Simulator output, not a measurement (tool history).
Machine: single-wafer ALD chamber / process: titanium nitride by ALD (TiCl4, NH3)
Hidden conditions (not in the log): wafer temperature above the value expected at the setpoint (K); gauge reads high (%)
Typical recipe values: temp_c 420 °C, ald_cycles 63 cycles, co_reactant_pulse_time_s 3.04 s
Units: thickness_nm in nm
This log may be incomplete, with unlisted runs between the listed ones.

| run | hour | temp_c | ald_cycles | co_reactant_pulse_time_s | wafers since the last listed run | hours since the last thermocouple change | hours since the showerhead was replaced | hours since the gauge calibration | read-back reference wafer on the same gauge, thickness_nm | thickness_nm |
|---|---|---|---|---|---|---|---|---|---|---|
| 1 | 0 | 420 | 63 | 3.04 | 0 | 2646.8 | 7967.8 | 76.3 | 1.419 | 1.477 |
| 2 | 9 | 420 | 72 | 3.04 | 41 | 2655.8 | 7976.8 | 85.3 | 1.419 | 1.684 |
|  | 11.6 | gauge calibrated |
| 3 | 18.1 | 420 | 72 | 3.04 | 41 | 2664.9 | 7985.9 | 6.5 | 1.418 | 1.671 |
| 4 | 24.8 | 420 | 72 | 3.04 | 30 | 2671.6 | 7992.6 | 13.2 | 1.421 | 1.678 |
| 5 | 32.5 | 420 | 63 | 3.04 | 35 | 2679.3 | 8000.3 | 20.9 | 1.421 | 1.477 |
| 6 | 44.2 | 420 | 63 | 3.04 | 53 | 2691 | 8012 | 32.6 | 1.42 | 1.472 |
| 7 | 55.3 | 420 | 63 | 3.04 | 51 | 2702.1 | 8023.1 | 43.7 | 1.422 | 1.475 |
|  | 71.4 | showerhead replaced |
| 8 | 71.9 | 420 | 63 | 3.04 | 39 | 2718.7 | 0.5 | 60.3 | 1.419 | 1.472 |
| 9 | 78.8 | 434 | 67 | 3.04 | 31 | 2725.6 | 7.4 | 67.2 | 1.42 | 1.562 |
| 10 | 94.4 | 414 | 63 | 3.04 | 71 | 2741.2 | 23 | 82.8 | 1.419 | 1.466 |
|  | 97.1 | gauge calibrated |
|  | 102.7 | thermocouple changed; heater temperature recalibrated |
| 11 | 103.9 | 420 | 55 | 3.04 | 6 | 1.2 | 32.5 | 6.8 | 1.419 | 1.298 |
| 12 | 111.3 | 420 | 63 | 3.04 | 34 | 8.6 | 39.9 | 14.2 | 1.419 | 1.465 |
| 13 | 123.1 | 420 | 63 | 3.04 | 54 | 20.4 | 51.7 | 26 | 1.421 | 1.471 |
| 14 | 136.8 | 432 | 63 | 3.04 | 62 | 34.1 | 65.4 | 39.7 | 1.418 | 1.478 |
| 15 | 147.3 | 425 | 63 | 3.64 | 48 | 44.6 | 75.9 | 50.2 | 1.42 | 1.487 |
| 16 | 153.4 | 426 | 63 | 3.04 | 28 | 50.7 | 82 | 56.3 | 1.42 | 1.472 |
| 17 | 164.1 | 420 | 63 | 3.04 | 49 | 61.4 | 92.7 | 67 | 1.42 | 1.486 |

Forecast each of these 3 alternatives for the next run:
| A | 164.7 | 420 | 58 | 3.04 | 2 | 62 | 93.3 | 67.6 | ? | ? |
| B | 164.7 | 429 | 51 | 3.04 | 2 | 62 | 93.3 | 67.6 | ? | ? |
| C | 164.7 | 425 | 63 | 3.51 | 2 | 62 | 93.3 | 67.6 | ? | ? |

| run | read-back reference wafer on the same gauge, thickness_nm | thickness_nm |
|---|---|---|
| A | 1.419 | 1.366 |
| B | 1.419 | 1.201 |
| C | 1.419 | 1.488 |
Stripped of hidden state, with their random variation kept, the same runs would have yielded:
| run | thickness_nm |
|---|---|
| A | 1.366 |
| B | 1.201 |
| C | 1.488 |
